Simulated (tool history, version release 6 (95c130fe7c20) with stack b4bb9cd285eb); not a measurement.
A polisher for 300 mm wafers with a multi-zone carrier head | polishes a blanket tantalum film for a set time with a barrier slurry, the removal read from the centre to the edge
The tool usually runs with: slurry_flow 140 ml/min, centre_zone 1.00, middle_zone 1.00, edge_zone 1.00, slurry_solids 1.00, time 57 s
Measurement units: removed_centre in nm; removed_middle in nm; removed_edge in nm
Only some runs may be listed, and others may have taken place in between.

run,hour,slurry_flow,centre_zone,middle_zone,edge_zone,slurry_solids,time,wafers since the last listed run,wafers polished on this pad,hours since the slurry nozzle was cleaned,hours since the centre zone pressure was calibrated,hours since the edge zone pressure was calibrated,hours since the carrier head's membrane was replaced,"incoming thickness of the incoming film, nm",removed_centre,removed_middle,removed_edge
1,0.0,140,1.07,0.96,1.00,1.00,57,0,132,110.8,304.5,490.4,1471.6,421.2,105.6,97.9,99.7
2,26.3,140,1.00,1.00,1.00,1.00,57,252,385,137.1,330.8,516.7,1497.9,423.1,98.5,97.4,100.6
3,45.2,140,1.07,0.92,1.00,1.00,57,181,566,156.0,349.7,535.6,1516.8,411.8,105.9,94.3,99.1
# hour 69.2: edge zone pressure recalibrated
# hour 69.2: carrier head's membrane replaced by a new one
4,69.7,140,0.95,0.93,1.00,1.00,57,215,782,180.5,374.2,0.5,0.5,416.0,91.9,96.6,100.2
5,83.1,140,1.00,1.00,1.00,1.00,57,128,911,193.9,387.6,13.9,13.9,424.0,97.0,98.0,100.1
6,102.4,140,1.09,1.00,1.00,1.00,57,185,1096,213.2,406.9,33.2,33.2,424.9,105.0,99.3,100.4
7,133.3,140,0.91,1.00,0.91,1.00,57,296,1393,244.1,437.8,64.1,64.1,426.7,89.5,97.4,95.4
8,161.0,140,1.00,1.00,1.00,1.00,57,265,1659,271.8,465.5,91.8,91.8,419.0,95.4,99.6,99.1
# hour 175.8: worn pad replaced by a new one
9,176.4,140,1.00,1.00,1.00,1.00,57,109,5,287.2,480.9,107.2,107.2,423.1,99.0,100.9,98.1
10,204.7,140,1.00,1.00,1.00,0.90,50,271,277,315.5,509.2,135.5,135.5,425.7,82.5,83.8,81.4
11,224.6,140,1.00,1.00,1.00,1.00,57,191,468,335.4,529.1,155.4,155.4,417.6,96.7,97.7,98.5
12,240.8,125,1.00,0.94,1.12,1.00,46,155,623,351.6,545.3,171.6,171.6,422.4,78.7,76.0,83.5
13,267.6,140,1.07,1.00,1.00,1.00,57,257,881,378.4,572.1,198.4,198.4,420.0,104.1,99.3,98.4
14,284.4,140,0.91,1.00,1.00,1.00,57,161,1042,395.2,588.9,215.2,215.2,417.0,87.4,100.2,97.7
# hour 287.7: centre zone pressure recalibrated
# hour 290.6: slurry nozzle cleaned
15,309.8,140,1.00,1.00,1.00,1.00,57,215,1257,19.2,22.1,240.6,240.6,423.0,96.4,98.2,98.1
16,328.2,140,1.06,1.00,1.00,1.00,57,176,1434,37.6,40.5,259.0,259.0,418.5,102.1,99.6,97.3
17,351.4,140,1.00,1.05,0.91,1.00,57,222,1656,60.8,63.7,282.2,282.2,425.2,95.3,100.9,93.6
18,381.6,140,1.00,1.00,1.00,1.00,57,289,1946,91.0,93.9,312.4,312.4,425.3,98.7,97.4,97.4
19,396.3,140,1.00,1.00,1.00,1.25,57,141,2087,105.7,108.6,327.1,327.1,420.4,104.2,104.2,103.1
# hour 409.6: worn pad replaced by a new one
20,413.2,140,1.00,1.00,1.00,1.00,57,123,35,122.6,125.5,344.0,344.0,415.0,96.8,99.6,99.0
21,489.8,140,1.00,1.00,1.00,0.85,57,735,770,199.2,202.1,420.6,420.6,421.4,91.3,91.9,94.4
22,506.1,155,1.00,1.00,1.00,1.00,57,156,926,215.5,218.4,436.9,436.9,414.9,99.8,98.7,100.5
23,529.5,140,1.00,1.00,1.05,1.00,57,224,1151,238.9,241.8,460.3,460.3,413.3,97.2,98.8,100.4

For each run, what was the tool's unlogged condition?
removal rate lost through wear of the pad, %: 0 at every run
slurry flow missing at the pad, %: 0 at every run
deviation of the centre zone's pressure from its setpoint, %: 0 at every run
deviation of the edge zone's pressure from its setpoint, %: 0 at every run
